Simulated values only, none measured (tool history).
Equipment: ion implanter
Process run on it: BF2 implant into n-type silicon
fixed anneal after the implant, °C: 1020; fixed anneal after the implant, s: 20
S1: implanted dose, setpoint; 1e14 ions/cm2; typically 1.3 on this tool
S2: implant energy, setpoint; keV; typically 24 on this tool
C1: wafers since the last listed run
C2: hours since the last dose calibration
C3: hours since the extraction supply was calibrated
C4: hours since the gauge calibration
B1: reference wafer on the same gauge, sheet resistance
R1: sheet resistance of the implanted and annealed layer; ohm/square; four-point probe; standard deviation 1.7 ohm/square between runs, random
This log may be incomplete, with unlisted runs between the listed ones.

Run 1, day 0: usual settings; C1 0; C2 1655.2; C3 4589.8; C4 270.9; B1 712.35. Result: R1 708.14 ohm/square.
Run 2, day 2.596: usual settings but S2 28.5 keV; C1 1410; C2 1717.5; C3 4652.1; C4 333.2; B1 712.08. Result: R1 691.94 ohm/square.
Run 3, day 5.45: usual settings but S2 28.5 keV; C1 1551; C2 1786; C3 4720.6; C4 401.7; B1 712.19. Result: R1 690.67 ohm/square.
Run 4, day 7.329: usual settings but S2 28.5 keV; C1 1021; C2 1831.1; C3 4765.7; C4 446.8; B1 712.14. Result: R1 691.97 ohm/square.
Run 5, day 8.883: usual settings; C1 844; C2 1868.4; C3 4803; C4 484.1; B1 711.69. Result: R1 707.93 ohm/square.
Run 6, day 10.358: usual settings; C1 801; C2 1903.8; C3 4838.4; C4 519.5; B1 711.8. Result: R1 707.92 ohm/square.
Run 7, day 12.362: usual settings; C1 1089; C2 1951.9; C3 4886.5; C4 567.6; B1 711.75. Result: R1 706.59 ohm/square.
Run 8, day 14.15: usual settings but S1 0.99 1e14 ions/cm2; C1 971; C2 1994.8; C3 4929.4; C4 610.5; B1 711.71. Result: R1 889.33 ohm/square.
Run 9, day 15.446: usual settings but S1 0.99 1e14 ions/cm2; C1 704; C2 2025.9; C3 4960.5; C4 641.6; B1 712.5. Result: R1 886.91 ohm/square.
Run 10, day 17.092: usual settings but S1 0.99 1e14 ions/cm2; C1 894; C2 2065.4; C3 5000; C4 681.1; B1 712.01. Result: R1 886.35 ohm/square.
Run 11, day 19.6: usual settings; C1 1363; C2 2125.6; C3 5060.2; C4 741.3; B1 712.05. Result: R1 708.33 ohm/square.
Run 12, day 20.767: usual settings; C1 634; C2 2153.6; C3 5088.2; C4 769.3; B1 711.91. Result: R1 707.32 ohm/square.
At day 21.433: Faraday cup replaced and dose calibrated.
Run 13, day 22.279: usual settings; C1 640; C2 20.3; C3 5124.5; C4 805.6; B1 711.84. Result: R1 709.79 ohm/square.
Run 14, day 24.262: usual settings; C1 1077; C2 67.9; C3 5172.1; C4 853.2; B1 712.03. Result: R1 706.88 ohm/square.
Run 15, day 26.15: usual settings; C1 1025; C2 113.2; C3 5217.4; C4 898.5; B1 712.14. Result: R1 707.96 ohm/square.
Run 16, day 28.671: usual settings; C1 1369; C2 173.7; C3 5277.9; C4 959; B1 711.93. Result: R1 708.08 ohm/square.
Run 17, day 30.212: usual settings; C1 837; C2 210.7; C3 5314.9; C4 996; B1 711.97. Result: R1 707.21 ohm/square.
Run 18, day 31.238: usual settings; C1 557; C2 235.3; C3 5339.5; C4 1020.6; B1 711.41. Result: R1 707.64 ohm/square.
Run 19, day 33.104: usual settings but S1 1.49 1e14 ions/cm2, S2 27.5 keV; C1 1014; C2 280.1; C3 5384.3; C4 1065.4; B1 712.03. Result: R1 620.26 ohm/square.
At day 33.979: extraction supply calibrated.
Run 20, day 34.808: usual settings; C1 744; C2 321; C3 19.9; C4 1106.3; B1 712.12. Result: R1 708.55 ohm/square.
Run 21, day 36.279: usual settings; C1 799; C2 356.3; C3 55.2; C4 1141.6; B1 712.59. Result: R1 704.58 ohm/square.
Run 22, day 38.433: usual settings but S1 1.44 1e14 ions/cm2, S2 28.5 keV; C1 1170; C2 408; C3 106.9; C4 1193.3; B1 712.35. Result: R1 634.25 ohm/square.

The next listed run, before its measurement:
Run 23, day 39.633: usual settings; C1 652; C2 436.8; C3 135.7; C4 1222.1; B1 ?. Result: R1 ?.

B1: 712.22
R1: 706.72 ohm/square
Without the tool's hidden state the same run would have given R1 706.72 ohm/square.

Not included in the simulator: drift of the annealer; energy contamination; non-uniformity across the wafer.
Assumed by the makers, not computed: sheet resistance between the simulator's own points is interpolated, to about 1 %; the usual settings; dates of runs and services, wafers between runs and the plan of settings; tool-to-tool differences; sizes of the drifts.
